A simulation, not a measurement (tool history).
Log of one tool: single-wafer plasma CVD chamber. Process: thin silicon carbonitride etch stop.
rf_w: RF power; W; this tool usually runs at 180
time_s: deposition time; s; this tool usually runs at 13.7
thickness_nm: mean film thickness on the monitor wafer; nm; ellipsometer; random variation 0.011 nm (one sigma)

run    hour  rf_w  time_s  read-back reference wafer on the same gauge, thickness_nm  thickness_nm
  1     0.0   180    13.7                                                      6.460         7.405
  2    30.4   180    13.7                                                      6.459         7.419
  3    88.7   180    13.7                                                      6.463         7.426
  4   159.0   160    12.2                                                      6.460         6.188
  5   206.6   160    12.2                                                      6.458         6.196
  6   242.3   205    13.7                                                      6.460         7.910
  7   310.2   205    13.7                                                      6.460         7.899
  8   356.8   200    13.7                                                      6.462         7.818
  9   394.1   200    13.7                                                      6.459         7.811
 10   419.3   180    13.7                                                      6.460         7.395
 11   446.2   180    13.7                                                      6.464         7.396
 12   513.0   180    13.7                                                      6.456         7.403
 13   537.2   180    13.7                                                      6.455         7.392
 14   603.2   180    14.9                                                      6.461         8.031
 15   648.3   180    14.9                                                      6.460         8.042
 16   696.9   180    14.9                                                      6.457         8.033
 17   742.8   180    13.0                                                      6.461         7.001
 18   782.1   180    13.0                                                      6.458         7.009
 19   839.2   180    13.7                                                      6.461         7.405
 20   989.1   180    14.7                                                      6.460         7.917
 21  1127.6   145    15.3                                                      6.458         7.312
 22  1158.2   210    12.3                                                      6.461         7.147
 23  1198.6   180    13.7                                                      6.458         7.380
 24  1244.8   205    12.7                                                      6.465         7.284
 25  1366.4   180    13.7                                                      6.460         7.380
 26  1410.0   170    12.9                                                      6.462         6.745
 27  1463.7   150    12.6                                                      6.459         6.133
 28  1520.6   215    14.6                                                      6.460         8.717
 29  1565.4   160    12.9                                                      6.460         6.602
 30  1627.8   180    11.7                                                      6.461         6.374
 31  1699.6   190    11.9                                                      6.458         6.658
 32  1749.7   210    15.8                                                      6.458         9.273
 33  1806.6   180    13.7                                                      6.461         7.473
 34  1852.7   200    15.2                                                      6.458         8.727
 35  2010.2   215    11.8                                                      6.462         6.983
 36  2057.2   155    13.7                                                      6.460         6.850
 37  2124.6   210    15.8                                                      6.460         9.237

Missing from the log above: 4 entries noted between runs. For each, name the pair of listed runs it sits between and say how the tool's hidden condition differs from the listed run just before to the listed run just after:
Runs 17 to 18: thermocouple changed; heater temperature recalibrated (hour 757.7)
  delivered RF power above the setpoint (%): -2.91 -> -2.94
  measured value less the no-hidden-state value, thickness_nm: -0.108 -> -0.108 nm
Runs 19 to 20: showerhead replaced (hour 895.8); gauge calibrated (hour 971.0)
  delivered RF power above the setpoint (%): -2.97 -> -3.05
  measured value less the no-hidden-state value, thickness_nm: -0.116 -> -0.128 nm
Runs 27 to 28: RF generator calibrated (hour 1482.5)
  delivered RF power above the setpoint (%): -3.21 -> -0.185
  measured value less the no-hidden-state value, thickness_nm: -0.104 -> -0.008 nm

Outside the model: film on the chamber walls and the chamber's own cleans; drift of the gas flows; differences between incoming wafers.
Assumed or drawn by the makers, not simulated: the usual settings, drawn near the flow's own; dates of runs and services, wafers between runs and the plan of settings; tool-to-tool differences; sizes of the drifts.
